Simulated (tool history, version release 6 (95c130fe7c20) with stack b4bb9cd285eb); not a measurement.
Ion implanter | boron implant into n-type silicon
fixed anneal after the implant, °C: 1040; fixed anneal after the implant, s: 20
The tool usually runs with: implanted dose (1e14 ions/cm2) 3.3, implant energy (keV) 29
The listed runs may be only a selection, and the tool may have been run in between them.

| run | hour | implanted dose (1e14 ions/cm2) | implant energy (keV) | read-back reference wafer on the same gauge, sheet resistance | sheet resistance of the implanted and annealed layer (ohm/square) |
|---|---|---|---|---|---|
| 1 | 0 | 2.7 | 32 | 296.81 | 349.42 |
| 2 | 62 | 3.75 | 29 | 296.95 | 270.86 |
| 3 | 106 | 3.1 | 29 | 297.09 | 315.83 |
| 4 | 169.9 | 2.75 | 29 | 296.93 | 347.79 |
| 5 | 368.5 | 2.75 | 29 | 296.95 | 346.92 |
| 6 | 450.2 | 2.75 | 29 | 296.99 | 347.86 |
| 7 | 503.8 | 3.3 | 21 | 297.01 | 310.57 |
| 8 | 610.2 | 3.3 | 29 | 297.14 | 299.14 |
| 9 | 689 | 3.3 | 29 | 296.89 | 299.14 |
|  | 761.8 | gauge calibrated |
| 10 | 840.7 | 3.3 | 29 | 297 | 298.96 |
| 11 | 919.6 | 3.6 | 29 | 297.17 | 278.11 |
| 12 | 972 | 3.3 | 24.5 | 296.86 | 304.17 |
|  | 1046.8 | Faraday cup replaced and dose calibrated |
| 13 | 1047.3 | 3.3 | 38.5 | 296.96 | 292.68 |
| 14 | 1132.3 | 3.3 | 34 | 297.26 | 296.01 |
| 15 | 1177.8 | 3.3 | 37 | 296.99 | 292.68 |
| 16 | 1278.5 | 3.3 | 29 | 297.13 | 301.19 |
| 17 | 1358.2 | 2.7 | 20 | 296.95 | 369.57 |
| 18 | 1436.6 | 3.91 | 35.5 | 296.91 | 255.45 |
| 19 | 1495.1 | 3.6 | 29 | 296.91 | 279.47 |
|  | 1524.1 | extraction supply calibrated |
| 20 | 1581.1 | 2.46 | 37.5 | 296.84 | 370.05 |
| 21 | 1651.8 | 3.86 | 32.5 | 296.93 | 260.79 |
| 22 | 1758.8 | 4.15 | 19 | 296.78 | 260.7 |
|  | 1948.6 | gauge calibrated |
| 23 | 2030.5 | 3.3 | 29 | 297.03 | 300.18 |

Results per run with the tool's hidden condition removed, run-to-run variation unchanged:
The hidden state here: deviation of the true dose from the Faraday cup's reading, %; deviation of the true energy from its setpoint, %; gauge reads high (%).
| run | sheet resistance of the implanted and annealed layer (ohm/square) |
|---|---|
| 1 | 351.05 |
| 2 | 272.22 |
| 3 | 317.46 |
| 4 | 349.66 |
| 5 | 349.07 |
| 6 | 350.13 |
| 7 | 312.68 |
| 8 | 301.31 |
| 9 | 301.4 |
| 10 | 301.41 |
| 11 | 280.49 |
| 12 | 306.82 |
| 13 | 292.68 |
| 14 | 296.12 |
| 15 | 292.84 |
| 16 | 301.48 |
| 17 | 370.05 |
| 18 | 255.87 |
| 19 | 279.99 |
| 20 | 370.84 |
| 21 | 261.45 |
| 22 | 261.46 |
| 23 | 301.39 |
